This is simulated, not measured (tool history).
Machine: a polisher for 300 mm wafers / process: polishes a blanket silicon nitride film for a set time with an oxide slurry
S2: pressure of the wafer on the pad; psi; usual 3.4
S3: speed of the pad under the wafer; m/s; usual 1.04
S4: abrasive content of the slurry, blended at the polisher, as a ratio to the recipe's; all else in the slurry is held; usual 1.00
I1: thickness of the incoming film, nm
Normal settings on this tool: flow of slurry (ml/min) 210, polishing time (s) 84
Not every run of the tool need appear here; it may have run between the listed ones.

Run 1, hour 0.0: usual settings but polishing time (s) 70; I1 463.0. Result: film removed (angstrom) 371.
At hour 13.1: slurry blender recalibrated.
At hour 23.9: head pressure recalibrated.
Run 2, hour 59.3: usual settings; I1 462.9. Result: film removed (angstrom) 447.
At hour 66.1: worn pad replaced by a new one.
Run 3, hour 115.0: usual settings; I1 460.7. Result: film removed (angstrom) 441.
At hour 151.4: slurry nozzle cleaned.
Run 4, hour 170.8: usual settings but polishing time (s) 73; I1 465.7. Result: film removed (angstrom) 376.
Run 5, hour 228.3: usual settings but polishing time (s) 73; I1 461.4. Result: film removed (angstrom) 368.
Run 6, hour 284.8: usual settings; I1 465.8. Result: film removed (angstrom) 422.
Run 7, hour 311.1: usual settings but flow of slurry (ml/min) 240; I1 465.3. Result: film removed (angstrom) 426.
At hour 348.8: slurry blender recalibrated.
At hour 363.5: worn pad replaced by a new one.
Run 8, hour 373.9: usual settings but flow of slurry (ml/min) 160; I1 459.6. Result: film removed (angstrom) 414.
At hour 377.9: head pressure recalibrated.
Run 9, hour 427.2: usual settings; I1 462.5. Result: film removed (angstrom) 426.
At hour 467.7: conditioning disc replaced and pad reconditioned.
Run 10, hour 488.1: usual settings but flow of slurry (ml/min) 160, polishing time (s) 98; I1 461.9. Result: film removed (angstrom) 516.
Run 11, hour 524.6: usual settings; I1 462.3. Result: film removed (angstrom) 451.
Run 12, hour 563.8: usual settings but flow of slurry (ml/min) 240, S3 1.20 m/s; I1 463.6. Result: film removed (angstrom) 498.
Run 13, hour 608.3: usual settings but S4 1.20, polishing time (s) 60; I1 458.8. Result: film removed (angstrom) 329.
At hour 640.6: slurry nozzle cleaned.
At hour 660.9: worn pad replaced by a new one.
At hour 672.7: slurry blender recalibrated.
Run 14, hour 675.3: usual settings but S2 2.6 psi, S4 1.15; I1 464.1. Result: film removed (angstrom) 377.
At hour 715.6: head pressure recalibrated.
Run 15, hour 733.0: usual settings but flow of slurry (ml/min) 240, S2 2.2 psi, S3 0.86 m/s, S4 1.30; I1 468.3. Result: film removed (angstrom) 303.
Run 16, hour 791.1: usual settings but S2 4.4 psi, S3 0.74 m/s; I1 456.5. Result: film removed (angstrom) 414.
Run 17, hour 898.5: usual settings but S2 3.8 psi, S4 1.15; I1 458.5. Result: film removed (angstrom) 485.
Run 18, hour 947.1: usual settings but flow of slurry (ml/min) 155, S2 2.9 psi; I1 456.0. Result: film removed (angstrom) 360.
At hour 969.5: worn pad replaced by a new one.
At hour 996.3: conditioning disc replaced and pad reconditioned.
At hour 1002.7: slurry blender recalibrated.
Run 19, hour 1003.2: usual settings; I1 458.4. Result: film removed (angstrom) 474.
Run 20, hour 1049.8: usual settings but flow of slurry (ml/min) 180, S3 1.16 m/s; I1 455.6. Result: film removed (angstrom) 494.
At hour 1070.2: slurry nozzle cleaned.
Run 21, hour 1080.0: usual settings but S3 1.14 m/s, S4 0.70; I1 458.5. Result: film removed (angstrom) 434.
At hour 1117.8: head pressure recalibrated.
Run 22, hour 1129.0: usual settings but flow of slurry (ml/min) 150, S2 4.6 psi, S3 0.80 m/s, polishing time (s) 59; I1 458.9. Result: film removed (angstrom) 316.
Run 23, hour 1159.6: usual settings but S2 2.8 psi; I1 464.9. Result: film removed (angstrom) 378.
Run 24, hour 1193.5: usual settings but flow of slurry (ml/min) 155, S3 0.70 m/s; I1 467.3. Result: film removed (angstrom) 310.
Run 25, hour 1218.6: usual settings but flow of slurry (ml/min) 140, S2 3.9 psi; I1 453.8. Result: film removed (angstrom) 459.

Below, each run's measurement less what the same run would have read without the hidden state. Both values contain the same run-to-run variation, but the gauge's scatter may not be the same in both:
What the log doesn't record here: removal rate lost through wear of the pad, %; slurry flow missing at the pad, %; deviation of the head's pressure from its setpoint, %; abrasive missing from the slurry, %; time polished since the conditioner stopped cutting, s.
run  film removed (angstrom)
  1                      -30
  2                      -33
  3                      -42
  4                      -43
  5                      -49
  6                      -61
  7                      -65
  8                      -51
  9                      -57
 10                      -24
 11                      -31
 12                      -48
 13                      -35
 14                      -28
 15                      -21
 16                      -45
 17                      -73
 18                      -50
 19                       -5
 20                      -21
 21                      -27
 22                      -25
 23                      -30
 24                      -24
 25                      -55
